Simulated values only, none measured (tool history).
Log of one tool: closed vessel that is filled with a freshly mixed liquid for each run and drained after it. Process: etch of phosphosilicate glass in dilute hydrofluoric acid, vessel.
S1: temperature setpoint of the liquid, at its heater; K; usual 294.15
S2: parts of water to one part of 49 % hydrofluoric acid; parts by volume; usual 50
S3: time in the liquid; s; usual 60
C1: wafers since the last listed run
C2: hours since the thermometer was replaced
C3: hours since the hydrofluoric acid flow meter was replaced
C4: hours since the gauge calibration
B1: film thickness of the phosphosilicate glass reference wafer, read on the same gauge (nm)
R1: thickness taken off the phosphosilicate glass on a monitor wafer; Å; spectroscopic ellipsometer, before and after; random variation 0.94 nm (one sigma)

Run 1, hour 0: usual settings but S1 296.65 K; C1 0; C2 450.8; C3 1910.4; C4 216.6; B1 119.98. Result: R1 1913.4 Å.
Run 2, hour 33.9: usual settings but S1 296.65 K; C1 2867; C2 484.7; C3 1944.3; C4 250.5; B1 120. Result: R1 1930.5 Å.
Run 3, hour 68.6: usual settings; C1 2934; C2 519.4; C3 1979; C4 285.2; B1 120.01. Result: R1 1732.1 Å.
Run 4, hour 87.4: usual settings; C1 1590; C2 538.2; C3 1997.8; C4 304; B1 120.03. Result: R1 1715.8 Å.
Run 5, hour 115.8: usual settings but S2 55 parts by volume; C1 2401; C2 566.6; C3 2026.2; C4 332.4; B1 119.98. Result: R1 1556.6 Å.
Run 6, hour 139.7: usual settings but S2 55 parts by volume; C1 2021; C2 590.5; C3 2050.1; C4 356.3; B1 119.98. Result: R1 1562 Å.
Run 7, hour 174.2: usual settings but S2 55 parts by volume; C1 2917; C2 625; C3 2084.6; C4 390.8; B1 119.98. Result: R1 1574.7 Å.
At hour 193.1: hydrofluoric acid flow meter replaced.
Run 8, hour 194.1: usual settings; C1 1598; C2 644.9; C3 1; C4 410.7; B1 119.98. Result: R1 1502.2 Å.
Run 9, hour 221: usual settings; C1 2275; C2 671.8; C3 27.9; C4 437.6; B1 119.99. Result: R1 1519 Å.
Run 10, hour 234.2: usual settings; C1 1116; C2 685; C3 41.1; C4 450.8; B1 120. Result: R1 1531.5 Å.
Run 11, hour 251.5: usual settings; C1 1463; C2 702.3; C3 58.4; C4 468.1; B1 120.01. Result: R1 1526.9 Å.
Run 12, hour 276: usual settings; C1 2072; C2 726.8; C3 82.9; C4 492.6; B1 120.02. Result: R1 1533.2 Å.
Run 13, hour 291.9: usual settings but S1 290.65 K, S2 75 parts by volume, S3 35 s; C1 1344; C2 742.7; C3 98.8; C4 508.5; B1 120. Result: R1 497.9 Å.
Run 14, hour 322.9: usual settings; C1 2621; C2 773.7; C3 129.8; C4 539.5; B1 119.99. Result: R1 1522.9 Å.
Run 15, hour 358.4: usual settings but S1 290.15 K; C1 3002; C2 809.2; C3 165.3; C4 575; B1 119.99. Result: R1 1284.8 Å.
At hour 373.9: thermometer replaced.
Run 16, hour 392.3: usual settings; C1 2782; C2 18.4; C3 199.2; C4 608.9; B1 119.99. Result: R1 1591.4 Å.
At hour 397.5: gauge calibrated.
Run 17, hour 411.4: usual settings but S1 298.15 K, S2 30 parts by volume, S3 40 s; C1 1615; C2 37.5; C3 218.3; C4 13.9; B1 120. Result: R1 2149.7 Å.
Run 18, hour 443.8: usual settings; C1 2740; C2 69.9; C3 250.7; C4 46.3; B1 120.02. Result: R1 1617.3 Å.
Run 19, hour 467.6: usual settings but S1 296.65 K, S2 30 parts by volume; C1 2012; C2 93.7; C3 274.5; C4 70.1; B1 120. Result: R1 3021.3 Å.
Run 20, hour 498.8: usual settings but S3 35 s; C1 2638; C2 124.9; C3 305.7; C4 101.3; B1 119.98. Result: R1 937.6 Å.
Run 21, hour 512.3: usual settings; C1 1141; C2 138.4; C3 319.2; C4 114.8; B1 120. Result: R1 1605.6 Å.
Run 22, hour 526.9: usual settings but S1 290.15 K, S2 60 parts by volume; C1 1234; C2 153; C3 333.8; C4 129.4; B1 120.01. Result: R1 1103.1 Å.
Run 23, hour 560.4: usual settings but S1 297.15 K, S2 70 parts by volume; C1 2833; C2 186.5; C3 367.3; C4 162.9; B1 119.97. Result: R1 1243.4 Å.
Run 24, hour 578.4: usual settings but S1 297.15 K, S2 30 parts by volume, S3 90 s; C1 1522; C2 204.5; C3 385.3; C4 180.9; B1 119.99. Result: R1 4678.1 Å.

Measured less the same run without the tool's hidden state. The same run-to-run variation is in both; the gauge's scatter may not be:
What the log doesn't record here: liquid colder than its thermometer reads (K); hydrofluoric acid flow above the setpoint (%); gauge reads high (%).
run      R1
  1  +159.4
  2  +160.1
  3  +141.4
  4  +139.6
  5  +127.2
  6  +127.7
  7  +128.1
  8   -65.6
  9     -66
 10   -66.9
 11     -67
 12   -67.3
 13   -22.1
 14   -67.2
 15   -59.3
 16   +14.3
 17   +18.5
 18   +13.5
 19   +25.1
 20    +7.9
 21   +13.6
 22    +9.1
 23   +11.7
 24   +35.9

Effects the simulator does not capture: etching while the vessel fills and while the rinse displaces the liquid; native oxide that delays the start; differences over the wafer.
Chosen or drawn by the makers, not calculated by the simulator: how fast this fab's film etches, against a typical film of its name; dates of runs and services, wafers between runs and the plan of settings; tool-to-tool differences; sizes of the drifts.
